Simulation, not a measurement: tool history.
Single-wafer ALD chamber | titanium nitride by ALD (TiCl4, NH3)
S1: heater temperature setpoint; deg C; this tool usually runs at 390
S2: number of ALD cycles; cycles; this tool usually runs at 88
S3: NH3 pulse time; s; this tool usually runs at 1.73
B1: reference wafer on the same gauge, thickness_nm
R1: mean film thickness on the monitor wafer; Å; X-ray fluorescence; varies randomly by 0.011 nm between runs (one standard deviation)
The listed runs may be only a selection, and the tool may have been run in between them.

{"run": 1, "hour": 0.0, "S1": 390, "S2": 88, "S3": 1.73, "B1": 2.221, "R1": 19.14}
{"run": 2, "hour": 26.2, "S1": 380, "S2": 88, "S3": 1.94, "B1": 2.222, "R1": 18.91}
{"run": 3, "hour": 40.8, "S1": 380, "S2": 88, "S3": 1.94, "B1": 2.222, "R1": 18.95}
{"run": 4, "hour": 72.0, "S1": 399, "S2": 88, "S3": 1.73, "B1": 2.228, "R1": 19.41}
{"run": 5, "hour": 107.6, "S1": 399, "S2": 88, "S3": 1.73, "B1": 2.229, "R1": 19.49}
{"run": 6, "hour": 148.2, "S1": 399, "S2": 88, "S3": 1.73, "B1": 2.23, "R1": 19.28}
{"run": 7, "hour": 183.1, "S1": 390, "S2": 88, "S3": 1.73, "B1": 2.234, "R1": 19.31}
{"run": 8, "hour": 201.1, "S1": 390, "S2": 88, "S3": 1.73, "B1": 2.233, "R1": 19.32}
{"hour": 237.3, "done": "showerhead replaced"}
{"run": 9, "hour": 237.8, "S1": 390, "S2": 88, "S3": 1.73, "B1": 2.236, "R1": 19.35}
{"run": 10, "hour": 251.1, "S1": 390, "S2": 88, "S3": 1.73, "B1": 2.24, "R1": 19.38}
{"run": 11, "hour": 283.3, "S1": 390, "S2": 88, "S3": 1.73, "B1": 2.245, "R1": 19.49}
{"run": 12, "hour": 323.9, "S1": 390, "S2": 88, "S3": 1.73, "B1": 2.245, "R1": 19.49}
{"run": 13, "hour": 416.0, "S1": 390, "S2": 88, "S3": 1.73, "B1": 2.253, "R1": 19.53}
{"run": 14, "hour": 451.9, "S1": 390, "S2": 88, "S3": 1.73, "B1": 2.259, "R1": 19.5}
{"run": 15, "hour": 471.0, "S1": 390, "S2": 88, "S3": 1.73, "B1": 2.263, "R1": 19.53}
{"hour": 479.3, "done": "gauge calibrated"}
{"run": 16, "hour": 499.3, "S1": 390, "S2": 100, "S3": 1.73, "B1": 2.189, "R1": 21.63}
{"run": 17, "hour": 512.7, "S1": 390, "S2": 95, "S3": 1.73, "B1": 2.189, "R1": 20.3}
{"run": 18, "hour": 535.1, "S1": 395, "S2": 104, "S3": 2.33, "B1": 2.186, "R1": 22.83}
{"hour": 556.6, "done": "thermocouple changed; heater temperature recalibrated"}
{"run": 19, "hour": 633.2, "S1": 390, "S2": 88, "S3": 1.73, "B1": 2.193, "R1": 18.88}
{"run": 20, "hour": 667.9, "S1": 380, "S2": 95, "S3": 1.95, "B1": 2.19, "R1": 20.55}
{"run": 21, "hour": 682.9, "S1": 394, "S2": 83, "S3": 1.73, "B1": 2.193, "R1": 17.85}
{"run": 22, "hour": 702.5, "S1": 390, "S2": 88, "S3": 1.73, "B1": 2.192, "R1": 18.99}
{"run": 23, "hour": 718.2, "S1": 404, "S2": 88, "S3": 2.35, "B1": 2.19, "R1": 19.42}
{"run": 24, "hour": 737.9, "S1": 390, "S2": 75, "S3": 1.43, "B1": 2.194, "R1": 15.94}
{"run": 25, "hour": 760.5, "S1": 376, "S2": 88, "S3": 1.45, "B1": 2.195, "R1": 18.25}
{"run": 26, "hour": 790.9, "S1": 390, "S2": 88, "S3": 1.73, "B1": 2.194, "R1": 18.97}
{"run": 27, "hour": 808.8, "S1": 390, "S2": 88, "S3": 1.73, "B1": 2.196, "R1": 18.81}
{"run": 28, "hour": 827.6, "S1": 390, "S2": 88, "S3": 1.22, "B1": 2.194, "R1": 18.34}
{"run": 29, "hour": 848.4, "S1": 397, "S2": 93, "S3": 1.36, "B1": 2.194, "R1": 19.86}
{"run": 30, "hour": 862.0, "S1": 390, "S2": 88, "S3": 1.73, "B1": 2.194, "R1": 19.16}
{"run": 31, "hour": 890.0, "S1": 390, "S2": 88, "S3": 1.73, "B1": 2.197, "R1": 19.01}
{"run": 32, "hour": 919.6, "S1": 381, "S2": 88, "S3": 2.0, "B1": 2.201, "R1": 18.85}
{"run": 33, "hour": 932.0, "S1": 400, "S2": 99, "S3": 1.73, "B1": 2.201, "R1": 21.8}
{"run": 34, "hour": 964.1, "S1": 380, "S2": 88, "S3": 1.53, "B1": 2.202, "R1": 18.81}
{"run": 35, "hour": 980.1, "S1": 394, "S2": 98, "S3": 1.28, "B1": 2.207, "R1": 20.75}
{"run": 36, "hour": 997.8, "S1": 390, "S2": 88, "S3": 1.73, "B1": 2.206, "R1": 19.05}
{"run": 37, "hour": 1012.5, "S1": 398, "S2": 79, "S3": 1.23, "B1": 2.204, "R1": 16.88}
{"run": 38, "hour": 1043.2, "S1": 390, "S2": 88, "S3": 1.73, "B1": 2.208, "R1": 19.11}
{"run": 39, "hour": 1076.3, "S1": 390, "S2": 88, "S3": 1.73, "B1": 2.21, "R1": 19.19}

5 options for the next run, each taken on its own from the tool as it stands now. Forecast them:
{"run": "A", "hour": 1076.9, "S1": 390, "S2": 88, "S3": 1.73, "B1": "?", "R1": "?"}
{"run": "B", "hour": 1076.9, "S1": 386, "S2": 104, "S3": 1.08, "B1": "?", "R1": "?"}
{"run": "C", "hour": 1076.9, "S1": 390, "S2": 76, "S3": 1.73, "B1": "?", "R1": "?"}
{"run": "D", "hour": 1076.9, "S1": 390, "S2": 83, "S3": 1.25, "B1": "?", "R1": "?"}
{"run": "E", "hour": 1076.9, "S1": 390, "S2": 88, "S3": 1.53, "B1": "?", "R1": "?"}

run=A B1=2.207 R1=19.05
run=B B1=2.207 R1=21.86
run=C B1=2.207 R1=16.45
run=D B1=2.207 R1=17.68
run=E B1=2.207 R1=18.93
The same runs, with their run-to-run variation unchanged, on a tool lacking any hidden condition would have given:
run=A R1=18.89
run=B R1=21.68
run=C R1=16.31
run=D R1=17.53
run=E R1=18.78
